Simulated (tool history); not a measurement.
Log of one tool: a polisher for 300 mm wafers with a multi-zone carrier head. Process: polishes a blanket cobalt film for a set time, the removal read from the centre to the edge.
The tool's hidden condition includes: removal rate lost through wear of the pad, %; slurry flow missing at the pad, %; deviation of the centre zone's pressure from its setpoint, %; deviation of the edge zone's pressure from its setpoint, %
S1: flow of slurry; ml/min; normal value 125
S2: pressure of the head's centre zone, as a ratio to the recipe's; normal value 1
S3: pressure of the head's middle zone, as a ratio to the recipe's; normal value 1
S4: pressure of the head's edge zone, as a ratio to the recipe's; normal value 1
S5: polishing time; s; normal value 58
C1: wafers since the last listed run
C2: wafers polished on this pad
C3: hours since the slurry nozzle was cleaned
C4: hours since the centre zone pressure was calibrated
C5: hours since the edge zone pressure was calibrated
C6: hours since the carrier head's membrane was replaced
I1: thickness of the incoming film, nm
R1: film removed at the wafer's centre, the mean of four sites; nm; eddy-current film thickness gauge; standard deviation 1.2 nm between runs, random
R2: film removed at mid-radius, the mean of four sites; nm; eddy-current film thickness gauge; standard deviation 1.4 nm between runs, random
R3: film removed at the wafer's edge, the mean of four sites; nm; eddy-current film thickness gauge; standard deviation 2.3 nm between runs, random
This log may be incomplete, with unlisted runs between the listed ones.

run,hour,S1,S2,S3,S4,S5,C1,C2,C3,C4,C5,C6,I1,R1,R2,R3
1,0,125,1,0.91,1,58,0,20,335.1,227.6,595.8,1881.4,798.2,172.5,156.1,160.9
# hour 22.4: centre zone pressure recalibrated, repeated, since the last time left the tool worse
# hour 28.1: slurry nozzle cleaned
2,101,125,1.09,0.89,1,58,899,920,72.9,78.6,696.8,1982.4,789,174.6,152.5,166
# hour 114.7: edge zone pressure recalibrated
3,133.2,125,1,1.09,1,58,277,1197,105.1,110.8,18.5,2014.6,790.1,159.3,175.3,165.8
4,152.3,155,0.92,1,1.1,58,175,1372,124.2,129.9,37.6,2033.7,796.9,153.2,170.4,181.2
5,186.1,145,1,1,1,41,310,1682,158,163.7,71.4,2067.5,784,117.1,119.1,117.8
6,215.7,125,0.94,1,1,58,271,1954,187.6,193.3,101,2097.1,791.4,149.8,164.7,163.7
# hour 246.3: carrier head's membrane replaced by a new one
7,249.5,155,1,1.11,1,58,264,2219,221.4,227.1,134.8,3.2,783.4,167.9,179.4,167.8
8,278.2,125,1,0.95,1,39,263,2482,250.1,255.8,163.5,31.9,778.4,108,107,108.8
# hour 292.7: worn pad replaced by a new one
9,313.6,125,0.89,0.94,1,51,288,191,285.5,291.2,198.9,67.3,792.5,126.1,137.4,146.1
10,335.6,85,1,0.96,1,58,201,393,307.5,313.2,220.9,89.3,789.3,144.4,149.7,157.2
11,358.9,125,1,1,1,40,213,607,330.8,336.5,244.2,112.6,776,109.5,112.7,113.4
# hour 371.9: slurry nozzle cleaned
12,382.8,145,1,0.97,1,58,210,817,10.9,360.4,268.1,136.5,785.5,165.4,166.9,167.8
13,417.3,125,1,1,1,58,316,1134,45.4,394.9,302.6,171,793.2,158.1,166.2,163.7
14,449.3,110,0.95,1.06,1,43,293,1427,77.4,426.9,334.6,203,798.2,107.9,121.3,118
15,470.4,160,1.12,0.89,1.1,58,193,1621,98.5,448,355.7,224.1,774,189,158.1,177.3
16,488.2,125,1,1,1.07,58,163,1784,116.3,465.8,373.5,241.9,798.8,159.6,161.7,173.7
17,526.6,125,1,0.95,1,58,352,2137,154.7,504.2,411.9,280.3,789.6,158.6,157.3,158.9
18,554.7,125,1,1.04,1,58,257,2395,182.8,532.3,440,308.4,794.2,158.3,170.5,163.3
19,580.7,160,1.12,0.89,1.1,58,238,2633,208.8,558.3,466,334.4,795.5,186.2,159,173.7
# hour 601.4: worn pad replaced by a new one
20,602.4,125,0.96,1,1.1,40,162,9,230.5,580,487.7,356.1,797.1,103.6,114.5,119
21,632.8,125,1,1,1,58,279,288,260.9,610.4,518.1,386.5,797.8,158,163.2,164.1
22,649.2,125,1,1,1.05,58,150,439,277.3,626.8,534.5,402.9,803.3,156.3,163.2,169.6
23,674,125,1,1,1,58,227,666,302.1,651.6,559.3,427.7,790.7,157.7,165.7,167.9

Alternative continuations, all from the tool just after run 23; predict every row:
A,674.4,125,1,1,0.93,58,3,670,302.5,652,559.7,428.1,785,?,?,?
B,674.4,125,1,1.07,1,58,3,670,302.5,652,559.7,428.1,785,?,?,?
C,674.4,100,1,1,1,58,3,670,302.5,652,559.7,428.1,785,?,?,?

run,R1,R2,R3
A,157,164,155.5
B,157.1,171.4,160.8
C,149.3,156.9,156.1
Without the tool's unlogged condition, the same runs would have read:
run,R1,R2,R3
A,159.9,164,155.5
B,160,171.4,160.8
C,152,156.9,156.1
